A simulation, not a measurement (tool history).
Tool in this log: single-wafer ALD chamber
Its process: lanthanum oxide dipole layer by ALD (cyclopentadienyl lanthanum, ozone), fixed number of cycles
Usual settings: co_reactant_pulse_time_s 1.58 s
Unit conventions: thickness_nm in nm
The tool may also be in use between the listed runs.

| run | hour | co_reactant_pulse_time_s | read-back reference wafer on the same gauge, thickness_nm | thickness_nm |
|---|---|---|---|---|
| 1 | 0 | 1.58 | 0.532 | 0.551 |
| 2 | 44.5 | 1.58 | 0.532 | 0.552 |
| 3 | 100.2 | 1.58 | 0.532 | 0.552 |
| 4 | 149.1 | 1.79 | 0.531 | 0.562 |
| 5 | 179.3 | 1.79 | 0.532 | 0.562 |
| 6 | 237.1 | 1.79 | 0.532 | 0.56 |
| 7 | 285.1 | 1.44 | 0.532 | 0.538 |
| 8 | 345.3 | 1.44 | 0.532 | 0.537 |
| 9 | 405.3 | 1.44 | 0.532 | 0.537 |
| 10 | 453.2 | 1.58 | 0.532 | 0.545 |
| 11 | 499.8 | 1.32 | 0.532 | 0.521 |
| 12 | 563.4 | 1.32 | 0.532 | 0.52 |
| 13 | 590.6 | 1.04 | 0.532 | 0.473 |
| 14 | 619.8 | 1.81 | 0.532 | 0.556 |
|  | 643.5 | ozone generator serviced |
| 15 | 648.6 | 1.06 | 0.532 | 0.495 |
| 16 | 714 | 1.18 | 0.532 | 0.512 |
|  | 724.3 | thermocouple changed; heater temperature recalibrated |
| 17 | 768.4 | 1.23 | 0.532 | 0.521 |
| 18 | 865.6 | 1.58 | 0.532 | 0.549 |
| 19 | 934.3 | 1.37 | 0.532 | 0.532 |
|  | 944 | gauge calibrated |
|  | 969.7 | showerhead replaced, of another model than before |
| 20 | 973 | 2.04 | 0.532 | 0.571 |
| 21 | 1019.4 | 1.58 | 0.532 | 0.544 |
| 22 | 1082.4 | 1.58 | 0.532 | 0.542 |
| 23 | 1149.7 | 0.99 | 0.532 | 0.359 |
| 24 | 1196.1 | 1.06 | 0.532 | 0.398 |
| 25 | 1231 | 2.18 | 0.532 | 0.568 |
| 26 | 1265.6 | 2.21 | 0.532 | 0.572 |
| 27 | 1299.1 | 1.05 | 0.532 | 0.385 |
| 28 | 1352.3 | 1.58 | 0.532 | 0.533 |
|  | 1369.6 | ozone generator serviced |
| 29 | 1398.8 | 1.25 | 0.532 | 0.502 |
| 30 | 1466.2 | 2.13 | 0.532 | 0.577 |
| 31 | 1534 | 1.21 | 0.532 | 0.483 |
| 32 | 1568.9 | 1.58 | 0.532 | 0.548 |
| 33 | 1608 | 1 | 0.532 | 0.386 |

Each row is a separate what-if for the run after 33, all from the same tool condition, not one after another. Results?
| A | 1608.4 | 1.58 | ? | ? |
| B | 1608.4 | 1.07 | ? | ? |
| C | 1608.4 | 2.12 | ? | ? |
| D | 1608.4 | 1.2 | ? | ? |
| E | 1608.4 | 0.95 | ? | ? |

| run | read-back reference wafer on the same gauge, thickness_nm | thickness_nm |
|---|---|---|
| A | 0.531 | 0.55 |
| B | 0.531 | 0.425 |
| C | 0.531 | 0.575 |
| D | 0.531 | 0.477 |
| E | 0.531 | 0.352 |
Without the tool's unlogged condition, the same runs would have read:
| run | thickness_nm |
|---|---|
| A | 0.556 |
| B | 0.44 |
| C | 0.577 |
| D | 0.49 |
| E | 0.368 |
